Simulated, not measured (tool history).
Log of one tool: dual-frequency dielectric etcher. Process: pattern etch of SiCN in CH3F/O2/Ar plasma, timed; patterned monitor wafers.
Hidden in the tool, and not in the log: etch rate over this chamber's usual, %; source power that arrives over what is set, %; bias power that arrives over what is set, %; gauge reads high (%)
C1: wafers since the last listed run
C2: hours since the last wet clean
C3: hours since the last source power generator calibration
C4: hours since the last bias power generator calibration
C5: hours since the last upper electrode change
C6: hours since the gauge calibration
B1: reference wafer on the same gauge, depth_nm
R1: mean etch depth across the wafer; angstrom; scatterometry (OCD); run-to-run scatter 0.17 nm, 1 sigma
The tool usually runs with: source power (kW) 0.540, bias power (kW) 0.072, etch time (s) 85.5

Run 1, hour 0.0: usual settings; C1 0; C2 558.0; C3 3930.0; C4 1902.4; C5 2769.1; C6 48.4; B1 37.99. Result: R1 358.9 angstrom.
Run 2, hour 15.1: usual settings; C1 136; C2 573.1; C3 3945.1; C4 1917.5; C5 2784.2; C6 63.5; B1 37.99. Result: R1 361.6 angstrom.
Run 3, hour 27.3: usual settings but source power (kW) 0.620; C1 109; C2 585.3; C3 3957.3; C4 1929.7; C5 2796.4; C6 75.7; B1 37.95. Result: R1 375.6 angstrom.
At hour 71.7: wet clean of the chamber.
At hour 80.9: upper electrode replaced.
Run 4, hour 81.4: usual settings but source power (kW) 0.620; C1 188; C2 9.7; C3 4011.4; C4 1983.8; C5 0.5; C6 129.8; B1 38.03. Result: R1 397.2 angstrom.
Run 5, hour 84.6: usual settings but source power (kW) 0.620; C1 28; C2 12.9; C3 4014.6; C4 1987.0; C5 3.7; C6 133.0; B1 38.05. Result: R1 395.8 angstrom.
Run 6, hour 99.5: usual settings; C1 134; C2 27.8; C3 4029.5; C4 2001.9; C5 18.6; C6 147.9; B1 37.96. Result: R1 376.4 angstrom.
Run 7, hour 107.3: usual settings but etch time (s) 97.5; C1 70; C2 35.6; C3 4037.3; C4 2009.7; C5 26.4; C6 155.7; B1 38.02. Result: R1 430.2 angstrom.
Run 8, hour 115.2: usual settings; C1 71; C2 43.5; C3 4045.2; C4 2017.6; C5 34.3; C6 163.6; B1 38.02. Result: R1 374.1 angstrom.
Run 9, hour 125.2: usual settings but bias power (kW) 0.084; C1 90; C2 53.5; C3 4055.2; C4 2027.6; C5 44.3; C6 173.6; B1 37.98. Result: R1 390.7 angstrom.
Run 10, hour 134.5: usual settings but source power (kW) 0.600, bias power (kW) 0.078, etch time (s) 65.0; C1 83; C2 62.8; C3 4064.5; C4 2036.9; C5 53.6; C6 182.9; B1 37.98. Result: R1 304.3 angstrom.
At hour 137.7: gauge calibrated.
Run 11, hour 141.5: usual settings but source power (kW) 0.630, bias power (kW) 0.057; C1 63; C2 69.8; C3 4071.5; C4 2043.9; C5 60.6; C6 3.8; B1 37.98. Result: R1 373.2 angstrom.

What will run 12 give?
Run 12, hour 152.8: usual settings but source power (kW) 0.500; C1 101; C2 81.1; C3 4082.8; C4 2055.2; C5 71.9; C6 15.1; B1 ?. Result: R1 ?.

{"run 12": {"B1": 37.97, "R1": 365.2}}
With the hidden condition absent and the run-to-run variation left alone, this run would have shown R1 368.5 angstrom.
